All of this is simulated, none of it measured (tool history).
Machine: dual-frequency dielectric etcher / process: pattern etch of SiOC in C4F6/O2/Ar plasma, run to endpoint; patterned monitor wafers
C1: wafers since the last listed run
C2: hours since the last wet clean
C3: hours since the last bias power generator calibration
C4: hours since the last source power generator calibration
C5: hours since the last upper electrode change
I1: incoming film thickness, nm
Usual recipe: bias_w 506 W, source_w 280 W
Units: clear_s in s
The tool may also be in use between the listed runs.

Run 1, hour 0: usual settings; C1 0; C2 19.4; C3 2291; C4 4061.2; C5 797.2; I1 34.44. Result: clear_s 13.6 s.
Run 2, hour 100.4: usual settings; C1 1391; C2 119.8; C3 2391.4; C4 4161.6; C5 897.6; I1 34.41. Result: clear_s 13.5 s.
Run 3, hour 168.7: usual settings but bias_w 533 W; C1 946; C2 188.1; C3 2459.7; C4 4229.9; C5 965.9; I1 34.21. Result: clear_s 12.9 s.
Run 4, hour 248.2: usual settings but bias_w 533 W; C1 1101; C2 267.6; C3 2539.2; C4 4309.4; C5 1045.4; I1 34.77. Result: clear_s 13.1 s.
Run 5, hour 339.3: usual settings but bias_w 533 W; C1 1262; C2 358.7; C3 2630.3; C4 4400.5; C5 1136.5; I1 34.26. Result: clear_s 12.8 s.
Run 6, hour 426.3: usual settings but source_w 260 W; C1 1205; C2 445.7; C3 2717.3; C4 4487.5; C5 1223.5; I1 34.5. Result: clear_s 13.7 s.
Run 7, hour 523.1: usual settings but source_w 260 W; C1 1341; C2 542.5; C3 2814.1; C4 4584.3; C5 1320.3; I1 34.41. Result: clear_s 13.7 s.
At hour 574.9: wet clean of the chamber.
Run 8, hour 575.4: usual settings but source_w 260 W; C1 392; C2 0.5; C3 2866.4; C4 4636.6; C5 1372.6; I1 34.69. Result: clear_s 14.2 s.
Run 9, hour 671.7: usual settings; C1 1334; C2 96.8; C3 2962.7; C4 4732.9; C5 1468.9; I1 34.7. Result: clear_s 13.6 s.
Run 10, hour 750: usual settings; C1 1084; C2 175.1; C3 3041; C4 4811.2; C5 1547.2; I1 34.19. Result: clear_s 13.4 s.
Run 11, hour 848.2: usual settings; C1 1360; C2 273.3; C3 3139.2; C4 4909.4; C5 1645.4; I1 34.12. Result: clear_s 13.2 s.
Run 12, hour 933: usual settings but bias_w 385 W, source_w 240 W; C1 1174; C2 358.1; C3 3224; C4 4994.2; C5 1730.2; I1 34.25. Result: clear_s 16.9 s.
At hour 1033.8: upper electrode replaced.
Run 13, hour 1039.2: usual settings but source_w 260 W; C1 1138; C2 464.3; C3 3330.2; C4 5100.4; C5 5.4; I1 34.2. Result: clear_s 13.7 s.
At hour 1100.7: wet clean of the chamber.
Run 14, hour 1147: usual settings but bias_w 407 W; C1 1161; C2 46.3; C3 3438; C4 5208.2; C5 113.2; I1 34.76. Result: clear_s 15.3 s.
At hour 1169.5: source power generator calibrated.
Run 15, hour 1212.6: usual settings but bias_w 412 W, source_w 310 W; C1 853; C2 111.9; C3 3503.6; C4 43.1; C5 178.8; I1 34.44. Result: clear_s 14.7 s.
At hour 1500.5: bias power generator calibrated.
Run 16, hour 1514.8: usual settings but source_w 210 W; C1 4131; C2 414.1; C3 14.3; C4 345.3; C5 481; I1 34.75. Result: clear_s 16.4 s.
Run 17, hour 1583.8: usual settings but bias_w 468 W, source_w 320 W; C1 956; C2 483.1; C3 83.3; C4 414.3; C5 550; I1 34.38. Result: clear_s 13.1 s.
Run 18, hour 1658.3: usual settings but bias_w 396 W, source_w 310 W; C1 1032; C2 557.6; C3 157.8; C4 488.8; C5 624.5; I1 34.53. Result: clear_s 14.5 s.
Run 19, hour 1714.8: usual settings; C1 782; C2 614.1; C3 214.3; C4 545.3; C5 681; I1 34.05. Result: clear_s 13.2 s.
Run 20, hour 1750.8: usual settings but bias_w 603 W, source_w 320 W; C1 498; C2 650.1; C3 250.3; C4 581.3; C5 717; I1 34.13. Result: clear_s 11.3 s.
At hour 1790.9: wet clean of the chamber.
Run 21, hour 1823.2: usual settings but bias_w 424 W, source_w 250 W; C1 670; C2 32.3; C3 322.7; C4 653.7; C5 789.4; I1 34.52. Result: clear_s 16.5 s.
Run 22, hour 1910.1: usual settings; C1 1204; C2 119.2; C3 409.6; C4 740.6; C5 876.3; I1 34.27. Result: clear_s 13.8 s.
Run 23, hour 1971: usual settings but bias_w 591 W, source_w 320 W; C1 843; C2 180.1; C3 470.5; C4 801.5; C5 937.2; I1 33.87. Result: clear_s 11.7 s.

The tool's hidden state at each run:
bias power that arrives over what is set, %: 0 at every run
H1: etch rate over this chamber's usual, %
H2: source power that arrives over what is set, %
run      H1      H2
  1   0.407    5.31
  2   0.996    5.33
  3     1.4    5.35
  4    1.86    5.36
  5     2.4    5.38
  6    2.91     5.4
  7    3.48    5.41
  8  -0.271    5.42
  9   0.295    5.44
 10   0.754    5.45
 11    1.33    5.46
 12    1.83    5.48
 13    2.45    5.49
 14   0.272     5.5
 15   0.658  -0.286
 16    2.43   0.634
 17    2.84    0.82
 18    3.27    1.01
 19    3.61    1.15
 20    3.82    1.24
 21  -0.634     1.4
 22  -0.123    1.59
 23   0.234    1.72
